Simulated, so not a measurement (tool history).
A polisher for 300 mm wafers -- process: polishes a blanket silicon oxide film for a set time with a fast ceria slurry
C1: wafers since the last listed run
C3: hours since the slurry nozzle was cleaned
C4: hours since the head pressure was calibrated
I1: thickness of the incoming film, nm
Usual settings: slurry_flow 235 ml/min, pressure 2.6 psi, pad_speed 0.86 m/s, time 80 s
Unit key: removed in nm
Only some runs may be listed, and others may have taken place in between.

run 1 hour=0 | slurry_flow=235 pressure=2.6 pad_speed=0.86 time=80 | C1=0 wafers_polished_on_this_pad=1438 C3=523.7 C4=458.2 | I1=3805.2 | removed=977.1
-- hour=9.1 worn pad replaced by a new one
run 2 hour=12.4 | slurry_flow=235 pressure=2.2 pad_speed=0.8 time=80 | C1=100 wafers_polished_on_this_pad=39 C3=536.1 C4=470.6 | I1=3803.3 | removed=844.9
run 3 hour=27.2 | slurry_flow=235 pressure=2.6 pad_speed=0.86 time=100 | C1=177 wafers_polished_on_this_pad=217 C3=550.9 C4=485.4 | I1=3761.7 | removed=1236.9
run 4 hour=43 | slurry_flow=235 pressure=2.6 pad_speed=0.86 time=100 | C1=189 wafers_polished_on_this_pad=406 C3=566.7 C4=501.2 | I1=3828.7 | removed=1248
run 5 hour=79.5 | slurry_flow=235 pressure=2.6 pad_speed=0.86 time=100 | C1=437 wafers_polished_on_this_pad=843 C3=603.2 C4=537.7 | I1=3790 | removed=1249.6
run 6 hour=97.5 | slurry_flow=190 pressure=2.6 pad_speed=0.86 time=80 | C1=215 wafers_polished_on_this_pad=1059 C3=621.2 C4=555.7 | I1=3830.2 | removed=974
-- hour=108.6 worn pad replaced by a new one
run 7 hour=109.4 | slurry_flow=190 pressure=2.6 pad_speed=0.86 time=80 | C1=94 wafers_polished_on_this_pad=9 C3=633.1 C4=567.6 | I1=3838.3 | removed=969.4
-- hour=124.5 head pressure recalibrated
run 8 hour=126 | slurry_flow=190 pressure=2.6 pad_speed=0.86 time=80 | C1=174 wafers_polished_on_this_pad=183 C3=649.7 C4=1.5 | I1=3899.2 | removed=975.9
run 9 hour=136.8 | slurry_flow=235 pressure=2.6 pad_speed=0.86 time=80 | C1=129 wafers_polished_on_this_pad=313 C3=660.5 C4=12.3 | I1=3854.2 | removed=990.7
run 10 hour=147.9 | slurry_flow=235 pressure=2.6 pad_speed=0.86 time=80 | C1=132 wafers_polished_on_this_pad=446 C3=671.6 C4=23.4 | I1=3853.4 | removed=1012.5
run 11 hour=159.5 | slurry_flow=235 pressure=2.6 pad_speed=0.86 time=80 | C1=138 wafers_polished_on_this_pad=585 C3=683.2 C4=35 | I1=3808.3 | removed=981.6
run 12 hour=173.1 | slurry_flow=235 pressure=2.6 pad_speed=0.86 time=80 | C1=162 wafers_polished_on_this_pad=748 C3=696.8 C4=48.6 | I1=3880.1 | removed=987.6
run 13 hour=188 | slurry_flow=235 pressure=2.6 pad_speed=0.86 time=80 | C1=178 wafers_polished_on_this_pad=926 C3=711.7 C4=63.5 | I1=3809.5 | removed=1000.3
run 14 hour=199.8 | slurry_flow=235 pressure=2.6 pad_speed=0.86 time=80 | C1=141 wafers_polished_on_this_pad=1067 C3=723.5 C4=75.3 | I1=3792.5 | removed=1010.8
run 15 hour=209.2 | slurry_flow=235 pressure=2.6 pad_speed=0.86 time=80 | C1=112 wafers_polished_on_this_pad=1180 C3=732.9 C4=84.7 | I1=3805.6 | removed=994.9
-- hour=223 worn pad replaced by a new one
run 16 hour=223.5 | slurry_flow=255 pressure=2.6 pad_speed=0.58 time=65 | C1=123 wafers_polished_on_this_pad=6 C3=747.2 C4=99 | I1=3839.5 | removed=625.9
run 17 hour=237.7 | slurry_flow=205 pressure=2.6 pad_speed=0.86 time=71 | C1=170 wafers_polished_on_this_pad=176 C3=761.4 C4=113.2 | I1=3828.9 | removed=858.3
run 18 hour=251.5 | slurry_flow=210 pressure=2.9 pad_speed=0.96 time=52 | C1=165 wafers_polished_on_this_pad=341 C3=775.2 C4=127 | I1=3864.4 | removed=753.3
run 19 hour=269.3 | slurry_flow=235 pressure=2.6 pad_speed=0.86 time=80 | C1=213 wafers_polished_on_this_pad=555 C3=793 C4=144.8 | I1=3810.8 | removed=988.2
run 20 hour=282.2 | slurry_flow=310 pressure=1.9 pad_speed=1.06 time=105 | C1=154 wafers_polished_on_this_pad=709 C3=805.9 C4=157.7 | I1=3786.2 | removed=1215.1
-- hour=288.9 slurry nozzle cleaned
run 21 hour=295.9 | slurry_flow=280 pressure=3 pad_speed=0.56 time=80 | C1=152 wafers_polished_on_this_pad=861 C3=7 C4=171.4 | I1=3772 | removed=856.9
run 22 hour=307.7 | slurry_flow=235 pressure=2.6 pad_speed=0.74 time=90 | C1=141 wafers_polished_on_this_pad=1003 C3=18.8 C4=183.2 | I1=3804.6 | removed=1010.1
run 23 hour=315 | slurry_flow=285 pressure=3.2 pad_speed=0.68 time=65 | C1=87 wafers_polished_on_this_pad=1090 C3=26.1 C4=190.5 | I1=3843.6 | removed=823.8
run 24 hour=325.5 | slurry_flow=310 pressure=1.9 pad_speed=1.06 time=105 | C1=125 wafers_polished_on_this_pad=1216 C3=36.6 C4=201 | I1=3857.5 | removed=1229.3
-- hour=335.7 worn pad replaced by a new one
run 25 hour=336.2 | slurry_flow=195 pressure=3.2 pad_speed=0.96 time=105 | C1=80 wafers_polished_on_this_pad=5 C3=47.3 C4=211.7 | I1=3863.4 | removed=1640.2
run 26 hour=346.1 | slurry_flow=165 pressure=1.7 pad_speed=0.98 time=92 | C1=118 wafers_polished_on_this_pad=124 C3=57.2 C4=221.6 | I1=3814.3 | removed=857.6
run 27 hour=360.5 | slurry_flow=165 pressure=1.7 pad_speed=0.98 time=92 | C1=172 wafers_polished_on_this_pad=296 C3=71.6 C4=236 | I1=3756.9 | removed=865.4
run 28 hour=377 | slurry_flow=235 pressure=2.6 pad_speed=0.86 time=80 | C1=197 wafers_polished_on_this_pad=494 C3=88.1 C4=252.5 | I1=3791.4 | removed=1004.1
run 29 hour=385.3 | slurry_flow=275 pressure=2.6 pad_speed=0.86 time=80 | C1=99 wafers_polished_on_this_pad=593 C3=96.4 C4=260.8 | I1=3839.6 | removed=1008.8
run 30 hour=395.6 | slurry_flow=200 pressure=2.1 pad_speed=0.76 time=97 | C1=123 wafers_polished_on_this_pad=717 C3=106.7 C4=271.1 | I1=3883 | removed=928.8
run 31 hour=410.6 | slurry_flow=235 pressure=2.3 pad_speed=0.86 time=93 | C1=179 wafers_polished_on_this_pad=896 C3=121.7 C4=286.1 | I1=3876.6 | removed=1045.2
run 32 hour=427.9 | slurry_flow=235 pressure=2.6 pad_speed=0.86 time=80 | C1=207 wafers_polished_on_this_pad=1104 C3=139 C4=303.4 | I1=3806.9 | removed=1011.3
-- hour=456.6 worn pad replaced by a new one
run 33 hour=472.8 | slurry_flow=235 pressure=3.2 pad_speed=0.86 time=52 | C1=489 wafers_polished_on_this_pad=193 C3=183.9 C4=348.3 | I1=3785.5 | removed=766.4
run 34 hour=485.5 | slurry_flow=235 pressure=2.2 pad_speed=0.8 time=80 | C1=152 wafers_polished_on_this_pad=345 C3=196.6 C4=361 | I1=3780.3 | removed=826
run 35 hour=496.3 | slurry_flow=285 pressure=3.2 pad_speed=0.68 time=65 | C1=129 wafers_polished_on_this_pad=474 C3=207.4 C4=371.8 | I1=3799.2 | removed=827.7
run 36 hour=506.6 | slurry_flow=235 pressure=3 pad_speed=0.86 time=64 | C1=123 wafers_polished_on_this_pad=598 C3=217.7 C4=382.1 | I1=3861.2 | removed=911.1
run 37 hour=517.2 | slurry_flow=235 pressure=2.6 pad_speed=0.86 time=80 | C1=126 wafers_polished_on_this_pad=725 C3=228.3 C4=392.7 | I1=3781.8 | removed=1000.6

Below are 4 alternative next runs, each starting from the tool's condition after run 37. Predict each:
run A hour=517.6 | slurry_flow=280 pressure=2.6 pad_speed=0.86 time=80 | C1=4 wafers_polished_on_this_pad=730 C3=228.7 C4=393.1 | I1=3824.4 | removed=?
run B hour=517.6 | slurry_flow=235 pressure=2.2 pad_speed=0.86 time=103 | C1=4 wafers_polished_on_this_pad=730 C3=228.7 C4=393.1 | I1=3824.4 | removed=?
run C hour=517.6 | slurry_flow=235 pressure=2.6 pad_speed=0.6 time=92 | C1=4 wafers_polished_on_this_pad=730 C3=228.7 C4=393.1 | I1=3824.4 | removed=?
run D hour=517.6 | slurry_flow=235 pressure=2.6 pad_speed=0.58 time=80 | C1=4 wafers_polished_on_this_pad=730 C3=228.7 C4=393.1 | I1=3824.4 | removed=?

run=A removed=1015.8
run=B removed=1121.4
run=C removed=891.7
run=D removed=758.5
With no hidden state in the tool, these same runs would have given:
run=A removed=1015.8
run=B removed=1121.4
run=C removed=891.7
run=D removed=758.5
